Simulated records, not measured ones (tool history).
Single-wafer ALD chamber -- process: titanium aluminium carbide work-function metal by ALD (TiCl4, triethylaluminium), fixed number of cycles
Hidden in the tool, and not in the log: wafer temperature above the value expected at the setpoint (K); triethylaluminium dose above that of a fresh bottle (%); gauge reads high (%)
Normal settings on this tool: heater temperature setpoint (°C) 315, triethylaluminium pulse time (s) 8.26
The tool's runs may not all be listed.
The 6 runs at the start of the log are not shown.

| run | hour | heater temperature setpoint (°C) | triethylaluminium pulse time (s) | wafers since the last listed run | hours since the last thermocouple change | hours since the last triethylaluminium bottle change | hours since the showerhead was replaced | hours since the gauge calibration | read-back reference wafer on the same gauge, thickness_nm | mean film thickness on the monitor wafer (nm) |
|---|---|---|---|---|---|---|---|---|---|---|
| 7 | 72.1 | 315 | 8.26 | 151 | 1651.3 | 1693.2 | 6607.9 | 155.6 | 2.302 | 2.117 |
| 8 | 80.2 | 315 | 8.26 | 93 | 1659.4 | 1701.3 | 6616.0 | 163.7 | 2.299 | 2.121 |
|  | 91.5 | triethylaluminium bottle replaced |
| 9 | 92.0 | 315 | 8.26 | 43 | 1671.2 | 0.5 | 6627.8 | 175.5 | 2.301 | 2.244 |
| 10 | 97.8 | 315 | 8.26 | 67 | 1677.0 | 6.3 | 6633.6 | 181.3 | 2.300 | 2.243 |
| 11 | 105.7 | 309 | 5.94 | 91 | 1684.9 | 14.2 | 6641.5 | 189.2 | 2.300 | 1.881 |
| 12 | 117.3 | 315 | 10.70 | 134 | 1696.5 | 25.8 | 6653.1 | 200.8 | 2.298 | 2.349 |
| 13 | 125.9 | 315 | 8.26 | 99 | 1705.1 | 34.4 | 6661.7 | 209.4 | 2.300 | 2.239 |
|  | 162.8 | thermocouple changed; heater temperature recalibrated |
| 14 | 163.3 | 315 | 8.26 | 339 | 0.5 | 71.8 | 6699.1 | 246.8 | 2.300 | 2.236 |
| 15 | 166.3 | 302 | 5.98 | 34 | 3.5 | 74.8 | 6702.1 | 249.8 | 2.299 | 1.821 |
|  | 177.6 | showerhead replaced |
| 16 | 179.8 | 315 | 8.26 | 63 | 17.0 | 88.3 | 2.2 | 263.3 | 2.299 | 2.235 |
| 17 | 190.5 | 315 | 8.26 | 123 | 27.7 | 99.0 | 12.9 | 274.0 | 2.302 | 2.228 |
| 18 | 203.1 | 323 | 9.22 | 145 | 40.3 | 111.6 | 25.5 | 286.6 | 2.299 | 2.361 |
| 19 | 212.2 | 315 | 8.26 | 105 | 49.4 | 120.7 | 34.6 | 295.7 | 2.301 | 2.225 |
| 20 | 228.9 | 315 | 8.26 | 193 | 66.1 | 137.4 | 51.3 | 312.4 | 2.301 | 2.216 |
| 21 | 237.2 | 305 | 6.64 | 95 | 74.4 | 145.7 | 59.6 | 320.7 | 2.300 | 1.950 |
| 22 | 248.5 | 303 | 9.63 | 130 | 85.7 | 157.0 | 70.9 | 332.0 | 2.301 | 2.200 |

For run 23, what comes out?
|  | 259.2 | gauge calibrated |
| 23 | 262.8 | 305 | 5.39 | 165 | 100.0 | 171.3 | 85.2 | 3.6 | ? | ? |

Logged for run 23: read-back reference wafer on the same gauge, thickness_nm 2.300, mean film thickness on the monitor wafer (nm) 1.660.
With the hidden condition absent and the run-to-run variation left alone, this run would have shown mean film thickness on the monitor wafer (nm) 1.742.
